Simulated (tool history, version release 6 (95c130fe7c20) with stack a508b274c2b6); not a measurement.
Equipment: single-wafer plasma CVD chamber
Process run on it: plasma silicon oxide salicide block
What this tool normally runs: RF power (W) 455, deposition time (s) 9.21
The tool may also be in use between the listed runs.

run   hour  RF power (W)  deposition time (s)  read-back reference wafer on the same gauge, thickness_nm  mean film thickness on the monitor wafer (angstrom)
  1      0           455                 9.21                                                     90.997                                               886.12
  2   12.2           455                 9.21                                                     91.001                                               887.53
  3     21           435                 9.21                                                     90.963                                               874.28
  4   35.5           435                 9.21                                                     90.996                                                872.8
  5   78.3           455                 9.21                                                     90.989                                               883.87
  6   86.5           455                 9.21                                                     90.989                                               883.88
  7   93.2           455                 9.21                                                     90.999                                               882.42
  8  100.9           455                 9.21                                                     90.994                                               883.75
  9  107.7           455                 9.21                                                     90.992                                               883.66
 10  118.3           455                 9.21                                                     90.983                                                883.2
 11  124.3           455                 9.21                                                     91.001                                               884.73
 12  131.8           455                 9.21                                                     91.023                                               881.42
 13  145.7           455                 9.59                                                     91.001                                               921.68
 14  154.9           455                 9.59                                                      91.03                                                915.9
 15  161.9           455                 9.21                                                     90.998                                               883.79
 16  177.6           455                 9.21                                                     90.981                                               884.28
 17  195.4           485                 8.62                                                     90.995                                               843.89
 18  210.1           485                 8.62                                                     91.013                                               843.28
 19  218.1           485                 8.62                                                      90.99                                                840.5
 20  225.5           395                 9.85                                                     91.008                                               897.62
 21  237.8           395                 9.85                                                     90.998                                               899.83
 22  246.6           485                 10.1                                                      91.01                                               988.69
 23  263.4           510                10.22                                                     91.025                                              1014.87
     275.3  -- RF generator calibrated
 24  275.8           495                 7.79                                                     90.982                                               786.11
 25  281.7           420                 9.81                                                     91.004                                               936.63
 26  297.7           410                 7.65                                                     90.984                                               726.65
     332.5  -- showerhead replaced
 27    333           500                 8.66                                                     91.021                                               873.95
 28  343.9           510                10.22                                                     91.045                                              1038.74
 29  354.4           515                 10.7                                                     90.989                                              1092.06
     363.1  -- gauge calibrated
 30  367.9           395                 8.38                                                     90.964                                               783.06
 31  382.9           505                 8.48                                                      90.99                                               857.58
 32  398.2           545                 8.12                                                     91.029                                               844.74
 33  407.6           495                 9.21                                                         91                                               927.12
 34  421.9           455                 9.21                                                     91.008                                               901.42
 35    430           485                 9.76                                                      90.99                                               976.57
 36  442.2           390                  8.3                                                     90.977                                               771.85
 37  454.1           455                 9.21                                                     90.996                                               900.74
 38  461.8           430                 7.44                                                     91.007                                               715.75
 39  475.6           430                 7.94                                                     91.021                                               763.65
 40  484.5           420                 9.81                                                     91.002                                               933.83
 41  502.2           420                 9.21                                                     91.007                                               881.57
 42    510           540                 8.56                                                      91.01                                               886.49
 43  518.6           505                11.02                                                      90.96                                              1117.02
 44  534.1           395                 9.21                                                     91.023                                               859.47

Run-by-run hidden state of the tool:
gauge reads high (%): 0, the same for each run
H1: delivered RF power above the setpoint (%)
run     H1
  1   -6.6
  2  -6.68
  3  -6.74
  4  -6.84
  5  -7.14
  6   -7.2
  7  -7.25
  8   -7.3
  9  -7.35
 10  -7.43
 11  -7.47
 12  -7.52
 13  -7.63
 14  -7.69
 15  -7.74
 16  -7.86
 17  -7.99
 18   -8.1
 19  -8.16
 20  -8.22
 21  -8.31
 22  -8.38
 23  -8.51
 24  -1.44
 25  -1.44
 26  -1.44
 27  -1.45
 28  -1.45
 29  -1.46
 30  -1.46
 31  -1.46
 32  -1.47
 33  -1.48
 34  -1.48
 35  -1.49
 36   -1.5
 37   -1.5
 38  -1.51
 39  -1.52
 40  -1.53
 41  -1.54
 42  -1.55
 43  -1.55
 44  -1.57

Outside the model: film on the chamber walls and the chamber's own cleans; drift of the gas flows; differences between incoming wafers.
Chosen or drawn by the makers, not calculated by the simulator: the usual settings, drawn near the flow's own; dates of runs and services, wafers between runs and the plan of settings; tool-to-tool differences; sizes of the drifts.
